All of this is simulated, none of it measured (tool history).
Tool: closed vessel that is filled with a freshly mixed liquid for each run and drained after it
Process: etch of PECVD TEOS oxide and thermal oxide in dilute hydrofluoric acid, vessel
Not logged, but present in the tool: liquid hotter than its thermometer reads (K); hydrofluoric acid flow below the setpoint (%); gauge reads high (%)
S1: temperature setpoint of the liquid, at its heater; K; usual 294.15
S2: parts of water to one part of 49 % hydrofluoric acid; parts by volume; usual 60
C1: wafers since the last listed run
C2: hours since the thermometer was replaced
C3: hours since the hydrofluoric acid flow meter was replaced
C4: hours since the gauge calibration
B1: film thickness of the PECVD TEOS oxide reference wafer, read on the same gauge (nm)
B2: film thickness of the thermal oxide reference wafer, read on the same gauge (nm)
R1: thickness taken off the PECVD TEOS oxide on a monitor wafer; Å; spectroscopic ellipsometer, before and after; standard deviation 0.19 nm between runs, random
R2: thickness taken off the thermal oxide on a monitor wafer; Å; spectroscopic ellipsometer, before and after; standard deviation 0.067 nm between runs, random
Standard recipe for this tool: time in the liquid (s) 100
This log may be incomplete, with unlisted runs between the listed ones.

Run 1, hour 0.0: usual settings but S2 45 parts by volume, time in the liquid (s) 130; C1 0; C2 1990.9; C3 586.5; C4 37.1; B1 60.01; B2 49.96. Result: R1 453.9 Å, R2 143.2 Å.
Run 2, hour 14.3: usual settings; C1 1879; C2 2005.2; C3 600.8; C4 51.4; B1 60.01; B2 50.01. Result: R1 259.3 Å, R2 81.5 Å.
Run 3, hour 28.4: usual settings; C1 1852; C2 2019.3; C3 614.9; C4 65.5; B1 59.98; B2 50.02. Result: R1 260.0 Å, R2 82.2 Å.
Run 4, hour 44.9: usual settings but S2 70 parts by volume; C1 2168; C2 2035.8; C3 631.4; C4 82.0; B1 60.00; B2 50.02. Result: R1 220.2 Å, R2 70.0 Å.
Run 5, hour 58.2: usual settings but S2 70 parts by volume; C1 1747; C2 2049.1; C3 644.7; C4 95.3; B1 60.00; B2 50.01. Result: R1 215.8 Å, R2 69.6 Å.
At hour 64.1: thermometer replaced.
Run 6, hour 80.9: usual settings but S1 291.15 K, S2 40 parts by volume; C1 2851; C2 16.8; C3 667.4; C4 118.0; B1 59.99; B2 50.03. Result: R1 317.9 Å, R2 100.5 Å.
Run 7, hour 113.4: usual settings but S2 80 parts by volume; C1 4270; C2 49.3; C3 699.9; C4 150.5; B1 60.01; B2 50.01. Result: R1 169.4 Å, R2 53.5 Å.
At hour 147.0: hydrofluoric acid flow meter replaced.
Run 8, hour 147.9: usual settings but S2 70 parts by volume; C1 4401; C2 83.8; C3 0.9; C4 185.0; B1 60.00; B2 49.99. Result: R1 195.1 Å, R2 62.5 Å.
Run 9, hour 163.5: usual settings but S1 290.15 K, time in the liquid (s) 120; C1 2049; C2 99.4; C3 16.5; C4 200.6; B1 60.01; B2 49.99. Result: R1 235.8 Å, R2 75.1 Å.
Run 10, hour 193.9: usual settings; C1 3994; C2 129.8; C3 46.9; C4 231.0; B1 59.99; B2 49.98. Result: R1 232.3 Å, R2 73.9 Å.
Run 11, hour 214.3: usual settings but S1 295.65 K, time in the liquid (s) 125; C1 2680; C2 150.2; C3 67.3; C4 251.4; B1 60.01; B2 50.00. Result: R1 309.5 Å, R2 98.5 Å.
Run 12, hour 229.9: usual settings but S2 50 parts by volume, time in the liquid (s) 125; C1 2049; C2 165.8; C3 82.9; C4 267.0; B1 59.98; B2 50.01. Result: R1 352.4 Å, R2 111.5 Å.
Run 13, hour 258.2: usual settings; C1 3718; C2 194.1; C3 111.2; C4 295.3; B1 60.00; B2 50.00. Result: R1 233.7 Å, R2 73.7 Å.
Run 14, hour 290.2: usual settings but S1 298.15 K, S2 75 parts by volume, time in the liquid (s) 45; C1 4204; C2 226.1; C3 143.2; C4 327.3; B1 60.01; B2 50.01. Result: R1 97.5 Å, R2 30.8 Å.
Run 15, hour 325.6: usual settings but S2 85 parts by volume, time in the liquid (s) 45; C1 4651; C2 261.5; C3 178.6; C4 362.7; B1 60.02; B2 50.02. Result: R1 71.5 Å, R2 22.9 Å.
Run 16, hour 346.6: usual settings but S2 75 parts by volume; C1 2759; C2 282.5; C3 199.6; C4 383.7; B1 60.01; B2 49.99. Result: R1 181.0 Å, R2 58.2 Å.
Run 17, hour 380.1: usual settings but time in the liquid (s) 65; C1 4401; C2 316.0; C3 233.1; C4 417.2; B1 60.02; B2 50.01. Result: R1 152.0 Å, R2 49.3 Å.
Run 18, hour 400.2: usual settings; C1 2641; C2 336.1; C3 253.2; C4 437.3; B1 60.01; B2 49.99. Result: R1 232.4 Å, R2 74.4 Å.
Run 19, hour 422.2: usual settings but S1 290.15 K, S2 85 parts by volume; C1 2890; C2 358.1; C3 275.2; C4 459.3; B1 59.99; B2 50.01. Result: R1 135.2 Å, R2 43.6 Å.
Run 20, hour 456.3: usual settings but S1 290.15 K, S2 70 parts by volume, time in the liquid (s) 160; C1 4480; C2 392.2; C3 309.3; C4 493.4; B1 59.99; B2 50.00. Result: R1 273.0 Å, R2 86.5 Å.
Run 21, hour 492.1: usual settings but S1 296.65 K, S2 30 parts by volume; C1 4704; C2 428.0; C3 345.1; C4 529.2; B1 59.99; B2 49.99. Result: R1 546.8 Å, R2 175.4 Å.
Run 22, hour 516.5: usual settings; C1 3206; C2 452.4; C3 369.5; C4 553.6; B1 60.00; B2 49.99. Result: R1 235.1 Å, R2 74.9 Å.
Run 23, hour 543.1: usual settings but S1 292.65 K, S2 50 parts by volume, time in the liquid (s) 155; C1 3495; C2 479.0; C3 396.1; C4 580.2; B1 60.00; B2 49.99. Result: R1 415.8 Å, R2 133.6 Å.
Run 24, hour 567.6: usual settings; C1 3219; C2 503.5; C3 420.6; C4 604.7; B1 59.98; B2 50.04. Result: R1 239.2 Å, R2 76.3 Å.
Run 25, hour 617.5: usual settings but S1 290.15 K, S2 40 parts by volume; C1 6556; C2 553.4; C3 470.5; C4 654.6; B1 60.00; B2 50.04. Result: R1 304.6 Å, R2 98.3 Å.

5 ways to go on from here, each from the tool as it stands after run 25. What would each give?
Run A, hour 618.2: usual settings but time in the liquid (s) 40; C1 91; C2 554.1; C3 471.2; C4 655.3; B1 ?; B2 ?. Result: R1 ?, R2 ?.
Run B, hour 618.2: usual settings but S1 290.15 K, S2 75 parts by volume, time in the liquid (s) 70; C1 91; C2 554.1; C3 471.2; C4 655.3; B1 ?; B2 ?. Result: R1 ?, R2 ?.
Run C, hour 618.2: usual settings but S2 85 parts by volume; C1 91; C2 554.1; C3 471.2; C4 655.3; B1 ?; B2 ?. Result: R1 ?, R2 ?.
Run D, hour 618.2: usual settings but S2 30 parts by volume, time in the liquid (s) 45; C1 91; C2 554.1; C3 471.2; C4 655.3; B1 ?; B2 ?. Result: R1 ?, R2 ?.
Run E, hour 618.2: usual settings but S1 291.15 K, S2 80 parts by volume; C1 91; C2 554.1; C3 471.2; C4 655.3; B1 ?; B2 ?. Result: R1 ?, R2 ?.

run     B1     B2     R1    R2
  A  60.00  49.99   93.9  29.9
  B  60.00  49.99  109.2  34.8
  C  60.00  49.99  160.7  51.2
  D  60.00  49.99  219.4  69.8
  E  60.00  49.99  151.7  48.3
Take away the tool's hidden state, keep each run's random variation, and the runs would have read:
run     R1    R2
  A   90.7  28.9
  B  105.4  33.5
  C  155.4  49.5
  D  211.8  67.4
  E  146.5  46.6
